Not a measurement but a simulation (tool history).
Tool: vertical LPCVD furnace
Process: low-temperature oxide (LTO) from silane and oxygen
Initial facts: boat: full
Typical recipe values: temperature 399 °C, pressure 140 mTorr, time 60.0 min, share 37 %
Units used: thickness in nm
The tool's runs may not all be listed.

| run | hour | temperature | pressure | time | share | read-back reference wafer on the same gauge, thickness | thickness |
|---|---|---|---|---|---|---|---|
| 1 | 0.0 | 399 | 140 | 60.0 | 37 | 314.09 | 321.12 |
| 2 | 7.6 | 399 | 140 | 60.0 | 37 | 313.96 | 321.28 |
| 3 | 23.2 | 399 | 140 | 60.0 | 37 | 314.06 | 320.95 |
|  | 24.0 | gauge calibrated |
|  | 58.3 | thermocouples replaced and temperature profile calibrated |
|  | 60.2 | pressure gauge zeroed |
| 4 | 60.7 | 399 | 140 | 60.0 | 37 | 314.16 | 320.85 |
| 5 | 65.5 | 399 | 140 | 60.0 | 37 | 313.94 | 321.04 |
| 6 | 78.6 | 399 | 120 | 60.0 | 32 | 313.82 | 227.26 |
| 7 | 90.0 | 399 | 120 | 60.0 | 32 | 314.25 | 227.47 |
| 8 | 103.6 | 392 | 140 | 42.5 | 37 | 313.98 | 210.10 |
| 9 | 161.4 | 399 | 140 | 60.0 | 37 | 313.90 | 320.45 |
| 10 | 178.2 | 396 | 140 | 60.0 | 37 | 314.05 | 310.37 |
| 11 | 185.6 | 399 | 140 | 60.0 | 37 | 313.83 | 322.98 |
| 12 | 199.6 | 408 | 140 | 45.0 | 37 | 314.15 | 266.54 |
|  | 229.0 | silane flow controller replaced |
| 13 | 229.5 | 399 | 140 | 60.0 | 37 | 314.12 | 291.82 |
| 14 | 234.3 | 399 | 125 | 69.0 | 41 | 314.12 | 344.57 |
| 15 | 239.1 | 399 | 140 | 67.0 | 33 | 314.03 | 277.07 |
| 16 | 248.6 | 399 | 140 | 48.5 | 37 | 314.05 | 236.18 |
| 17 | 255.7 | 394 | 130 | 60.0 | 37 | 314.03 | 255.75 |
| 18 | 273.0 | 399 | 140 | 60.0 | 37 | 313.99 | 292.01 |
| 19 | 290.7 | 399 | 140 | 60.0 | 37 | 314.07 | 292.37 |
| 20 | 308.3 | 399 | 130 | 46.5 | 34 | 314.11 | 186.35 |
| 21 | 324.1 | 399 | 140 | 81.0 | 40 | 313.89 | 437.49 |
|  | 352.8 | silane flow controller replaced, repeated, since the last time left the tool worse |
| 22 | 353.3 | 399 | 140 | 60.0 | 37 | 314.05 | 311.86 |
| 23 | 358.1 | 389 | 115 | 60.0 | 39 | 314.03 | 243.59 |
| 24 | 364.2 | 399 | 140 | 71.0 | 34 | 314.08 | 329.56 |
| 25 | 379.1 | 399 | 160 | 60.0 | 42 | 313.98 | 415.69 |
| 26 | 393.5 | 399 | 140 | 60.0 | 37 | 313.91 | 310.90 |
| 27 | 411.7 | 396 | 120 | 40.5 | 34 | 313.76 | 155.56 |
| 28 | 427.1 | 395 | 120 | 60.0 | 42 | 314.00 | 298.38 |
| 29 | 440.8 | 399 | 140 | 60.0 | 37 | 314.08 | 310.89 |
| 30 | 454.1 | 409 | 155 | 50.0 | 37 | 313.95 | 320.15 |
| 31 | 465.3 | 391 | 140 | 48.5 | 32 | 314.03 | 188.63 |
| 32 | 484.6 | 399 | 140 | 60.0 | 33 | 314.06 | 267.62 |

Here are 3 independent what-if runs from the current tool condition. What would each one return?
| A | 489.5 | 399 | 140 | 60.0 | 31 | ? | ? |
| B | 489.5 | 399 | 165 | 60.0 | 37 | ? | ? |
| C | 489.5 | 406 | 140 | 44.0 | 43 | ? | ? |

| run | read-back reference wafer on the same gauge, thickness | thickness |
|---|---|---|
| A | 314.09 | 244.37 |
| B | 314.09 | 366.93 |
| C | 314.09 | 294.53 |
What these runs would have given with no unlogged condition in the tool:
| run | thickness |
|---|---|
| A | 244.90 |
| B | 367.57 |
| C | 294.92 |

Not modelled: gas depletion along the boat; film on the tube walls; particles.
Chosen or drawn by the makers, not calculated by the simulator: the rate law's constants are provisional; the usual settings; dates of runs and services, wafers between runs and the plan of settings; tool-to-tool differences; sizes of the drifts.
